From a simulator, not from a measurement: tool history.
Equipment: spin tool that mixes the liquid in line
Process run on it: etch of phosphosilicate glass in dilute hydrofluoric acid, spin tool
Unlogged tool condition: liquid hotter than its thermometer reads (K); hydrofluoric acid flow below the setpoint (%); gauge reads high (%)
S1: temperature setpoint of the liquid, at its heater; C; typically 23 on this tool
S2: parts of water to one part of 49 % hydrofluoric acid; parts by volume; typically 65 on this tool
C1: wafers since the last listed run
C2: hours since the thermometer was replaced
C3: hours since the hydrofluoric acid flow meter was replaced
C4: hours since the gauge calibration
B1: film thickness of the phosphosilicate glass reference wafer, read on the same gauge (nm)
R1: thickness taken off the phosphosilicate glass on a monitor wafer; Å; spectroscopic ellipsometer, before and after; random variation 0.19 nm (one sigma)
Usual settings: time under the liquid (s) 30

run 1 hour=0 | S1=23 S2=65 time_under_the_liquid_(s)=30 | C1=0 C2=1313.4 C3=52.3 C4=1537 | B1=60 | R1=318.6
run 2 hour=126.9 | S1=23 S2=65 time_under_the_liquid_(s)=30 | C1=1395 C2=1440.3 C3=179.2 C4=1663.9 | B1=59.98 | R1=323.7
run 3 hour=151.8 | S1=26.5 S2=65 time_under_the_liquid_(s)=30 | C1=273 C2=1465.2 C3=204.1 C4=1688.8 | B1=59.99 | R1=371.4
run 4 hour=181.7 | S1=23 S2=45 time_under_the_liquid_(s)=30 | C1=328 C2=1495.1 C3=234 C4=1718.7 | B1=60.02 | R1=481
run 5 hour=222.3 | S1=23 S2=45 time_under_the_liquid_(s)=30 | C1=446 C2=1535.7 C3=274.6 C4=1759.3 | B1=59.98 | R1=478.3
run 6 hour=254.6 | S1=23 S2=65 time_under_the_liquid_(s)=30 | C1=355 C2=1568 C3=306.9 C4=1791.6 | B1=60.03 | R1=320.8
run 7 hour=300.8 | S1=23 S2=65 time_under_the_liquid_(s)=30 | C1=507 C2=1614.2 C3=353.1 C4=1837.8 | B1=59.99 | R1=323.9
run 8 hour=340.9 | S1=23 S2=65 time_under_the_liquid_(s)=30 | C1=440 C2=1654.3 C3=393.2 C4=1877.9 | B1=59.99 | R1=324.3
run 9 hour=371.9 | S1=23 S2=65 time_under_the_liquid_(s)=35 | C1=340 C2=1685.3 C3=424.2 C4=1908.9 | B1=60 | R1=383.8
run 10 hour=440.6 | S1=23 S2=65 time_under_the_liquid_(s)=40 | C1=755 C2=1754 C3=492.9 C4=1977.6 | B1=60.01 | R1=442.1
-- hour=450.1 gauge calibrated
-- hour=468.3 thermometer replaced
run 11 hour=477.5 | S1=23 S2=65 time_under_the_liquid_(s)=40 | C1=394 C2=9.2 C3=529.8 C4=27.4 | B1=59.97 | R1=398.6
run 12 hour=522.5 | S1=23 S2=65 time_under_the_liquid_(s)=40 | C1=494 C2=54.2 C3=574.8 C4=72.4 | B1=59.99 | R1=394.4
run 13 hour=576.7 | S1=23 S2=55 time_under_the_liquid_(s)=45 | C1=595 C2=108.4 C3=629 C4=126.6 | B1=59.99 | R1=538.9
run 14 hour=645.3 | S1=23 S2=45 time_under_the_liquid_(s)=20 | C1=754 C2=177 C3=697.6 C4=195.2 | B1=59.99 | R1=295.6
run 15 hour=675.3 | S1=23 S2=65 time_under_the_liquid_(s)=30 | C1=329 C2=207 C3=727.6 C4=225.2 | B1=59.98 | R1=301.5
run 16 hour=708.3 | S1=23 S2=90 time_under_the_liquid_(s)=15 | C1=362 C2=240 C3=760.6 C4=258.2 | B1=59.99 | R1=105.7
run 17 hour=775.8 | S1=23 S2=65 time_under_the_liquid_(s)=30 | C1=742 C2=307.5 C3=828.1 C4=325.7 | B1=60.04 | R1=301.6

Estimate the outcome of run 18 from the log above:
run 18 hour=836 | S1=23 S2=75 time_under_the_liquid_(s)=30 | C1=661 C2=367.7 C3=888.3 C4=385.9 | B1=? | R1=?

{"run 18": {"B1": 59.97, "R1": 261}}
Were there no unlogged condition in the tool, this run, its random variation unchanged, would have produced R1 256.2 Å.
